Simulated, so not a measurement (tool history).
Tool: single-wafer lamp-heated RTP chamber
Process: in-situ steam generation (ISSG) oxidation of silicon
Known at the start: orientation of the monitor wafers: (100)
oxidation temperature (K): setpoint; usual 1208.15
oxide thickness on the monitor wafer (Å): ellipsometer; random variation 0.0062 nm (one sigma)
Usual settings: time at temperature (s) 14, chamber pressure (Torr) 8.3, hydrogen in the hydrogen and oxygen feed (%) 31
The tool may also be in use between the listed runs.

run	hour	oxidation temperature (K)	time at temperature (s)	chamber pressure (Torr)	hydrogen in the hydrogen and oxygen feed (%)	read-back reference wafer on the same gauge, thickness	oxide thickness on the monitor wafer (Å)
1	0	1223.15	14	8.3	31	4.302	42.66
# hour 45.9: pyrometer window cleaned and pyrometer calibrated
2	83.1	1223.15	14	8.3	31	4.301	42.53
3	146.2	1208.15	14	8.3	31	4.299	41.07
# hour 251.5: hydrogen flow controller replaced
4	252	1208.15	14	8.3	31	4.298	41.48
5	303.4	1208.15	14	8.3	31	4.3	41.3
6	357.9	1208.15	14	8.3	31	4.299	41.3
# hour 421.5: pressure gauge zeroed
7	423.7	1208.15	14	8.3	31	4.3	41.49
8	504.6	1208.15	14	8.3	31	4.299	41.5
9	604	1208.15	16	8.3	32	4.3	43.86
10	693.1	1208.15	14	9.2	31	4.297	40.91
11	791.9	1215.15	14	9.7	32	4.3	41.3
# hour 840.4: pyrometer window cleaned and pyrometer calibrated
12	863.3	1208.15	12	9.3	31	4.299	38.39
13	908.4	1208.15	14	8.3	31	4.3	41.16
14	1101.4	1208.15	18	8.3	32	4.299	45.72
15	1143	1208.15	10	9.7	31	4.301	35.95
16	1191.8	1208.15	14	8.3	31	4.299	41.37
17	1295.6	1208.15	14	8.3	31	4.301	41.32
18	1333.5	1208.15	14	8.9	31	4.301	41.02
19	1407.5	1208.15	9	9.3	32	4.3	35.4
# hour 1480.7: pyrometer window cleaned and pyrometer calibrated
20	1512.5	1208.15	17	9.6	31	4.3	43.1
21	1561	1208.15	14	8.3	26	4.302	39.35
22	1650.4	1208.15	10	8.3	32	4.301	37.23
23	1699.7	1208.15	14	9.6	31	4.303	40.41
24	1984.9	1192.15	14	8.3	31	4.3	39.93
25	2050.7	1193.15	11	7	32	4.302	37.49
26	2107	1190.15	14	8.3	31	4.3	39.72
# hour 2133.5: gauge calibrated
27	2190.7	1208.15	14	8.3	31	4.301	41.51
# hour 2284: pyrometer window cleaned and pyrometer calibrated
28	2332.7	1193.15	17	8.3	26	4.297	40.54
29	2441.3	1226.15	14	8.3	32	4.301	43.54
30	2485.8	1208.15	14	8.3	31	4.301	41.23
31	2551.2	1224.15	11	8.3	28	4.3	38.4

The tool's hidden state at each run:
true pressure minus gauge reading, Torr: 0 in every run
gauge reads high (%): 0 in every run
H1: true wafer temperature minus pyrometer reading, K
H2: deviation of the hydrogen flow from its setpoint, %
run	H1	H2
1	3.03	-3.52
2	0.787	-3.66
3	1.34	-3.77
4	2.01	0.0622
5	2.25	0.0618
6	2.45	0.0604
7	2.64	0.0574
8	2.81	0.0517
9	2.96	0.0419
10	3.05	0.0303
11	3.12	0.0144
12	0.453	0.000958
13	0.89	-0.00841
14	2.07	-0.056
15	2.23	-0.0679
16	2.38	-0.0825
17	2.62	-0.116
18	2.68	-0.129
19	2.79	-0.156
20	0.696	-0.198
21	1.15	-0.218
22	1.78	-0.258
23	2.04	-0.281
24	2.85	-0.43
25	2.94	-0.468
26	3	-0.501
27	3.06	-0.553
28	0.575	-0.647
29	1.41	-0.723
30	1.67	-0.755
31	1.96	-0.803
